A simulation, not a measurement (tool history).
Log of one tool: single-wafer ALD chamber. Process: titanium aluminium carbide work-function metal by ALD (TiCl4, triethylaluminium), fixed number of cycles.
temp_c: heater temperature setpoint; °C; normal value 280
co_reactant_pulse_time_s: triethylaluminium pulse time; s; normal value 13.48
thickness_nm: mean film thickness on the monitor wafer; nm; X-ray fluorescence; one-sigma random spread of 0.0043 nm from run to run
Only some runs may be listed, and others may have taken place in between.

run     day  temp_c  co_reactant_pulse_time_s  wafers since the last listed run  hours since the last thermocouple change  hours since the last triethylaluminium bottle change  hours since the showerhead was replaced  hours since the gauge calibration  read-back reference wafer on the same gauge, thickness_nm  thickness_nm
  1       0     280                     13.48                                 0                                    1336.2                                                 802.2                                   5914.5                              279.4                                                      1.582         1.652
      0.358  -- gauge calibrated
  2   0.771     280                     13.48                               152                                    1354.7                                                 820.7                                     5933                                9.9                                                      1.579         1.644
  3   1.492     280                     13.48                               142                                      1372                                                   838                                   5950.3                               27.2                                                      1.579         1.644
  4   2.288     280                     13.48                               157                                    1391.1                                                 857.1                                   5969.4                               46.3                                                       1.58         1.643
  5   3.592     280                     15.68                               257                                    1422.4                                                 888.4                                   6000.7                               77.6                                                       1.58         1.684
  6   4.712     280                     11.28                               221                                    1449.3                                                 915.3                                   6027.6                              104.5                                                      1.579         1.576
  7   5.529     280                     11.28                               161                                    1468.9                                                 934.9                                   6047.2                              124.1                                                       1.58         1.588
  8   6.946     280                     13.48                               280                                    1502.9                                                 968.9                                   6081.2                              158.1                                                      1.579         1.646
  9   7.575     280                     13.48                               124                                      1518                                                   984                                   6096.3                              173.2                                                      1.581         1.647
      8.142  -- showerhead replaced
 10    8.35     280                     13.48                                87                                    1536.6                                                1002.6                                        5                              191.8                                                       1.58         1.647
 11   9.267     269                      15.9                               181                                    1558.6                                                1024.6                                       27                              213.8                                                       1.58         1.605
 12  10.508     290                     13.48                               245                                    1588.4                                                1054.4                                     56.8                              243.6                                                      1.578          1.71
 13  11.429     292                     11.82                               182                                    1610.5                                                1076.5                                     78.9                              265.7                                                       1.58         1.668
       12.1  -- triethylaluminium bottle replaced
 14  12.925     290                     17.18                               229                                    1646.4                                                  19.8                                    114.8                              301.6                                                       1.58         1.808
     13.517  -- gauge calibrated
 15  13.629     273                      17.7                               139                                    1663.3                                                  36.7                                    131.7                                2.7                                                      1.579          1.69
 16  14.638     280                     13.48                               199                                    1687.5                                                  60.9                                    155.9                               26.9                                                      1.579         1.708
     15.446  -- thermocouple changed; heater temperature recalibrated
 17   16.45     267                     18.01                               292                                      24.1                                                 104.4                                    199.4                               70.4                                                      1.581         1.642
 18  17.504     280                     15.29                               208                                      49.4                                                 129.7                                    224.7                               95.7                                                      1.582         1.714
 19  18.708     280                     13.48                               238                                      78.3                                                 158.6                                    253.6                              124.6                                                      1.579         1.706
 20  20.188     280                     13.48                               292                                     113.8                                                 194.1                                    289.1                              160.1                                                       1.58         1.695

Predict each of these 5 candidate next runs independently; none follows another, all start after run 20:
  A  20.204     280                     15.75                                 3                                     114.2                                                 194.5                                    289.5                              160.5                                                          ?             ?
  B  20.204     293                     13.48                                 3                                     114.2                                                 194.5                                    289.5                              160.5                                                          ?             ?
  C  20.204     280                      9.12                                 3                                     114.2                                                 194.5                                    289.5                              160.5                                                          ?             ?
  D  20.204     285                     13.48                                 3                                     114.2                                                 194.5                                    289.5                              160.5                                                          ?             ?
  E  20.204     273                      10.7                                 3                                     114.2                                                 194.5                                    289.5                              160.5                                                          ?             ?

run  read-back reference wafer on the same gauge, thickness_nm  thickness_nm
  A                                                      1.581         1.718
  B                                                      1.581         1.786
  C                                                      1.581         1.583
  D                                                      1.581          1.73
  E                                                      1.581         1.592
With no hidden state in the tool, these same runs would have given:
run  thickness_nm
  A         1.737
  B          1.82
  C         1.665
  D         1.763
  E          1.65
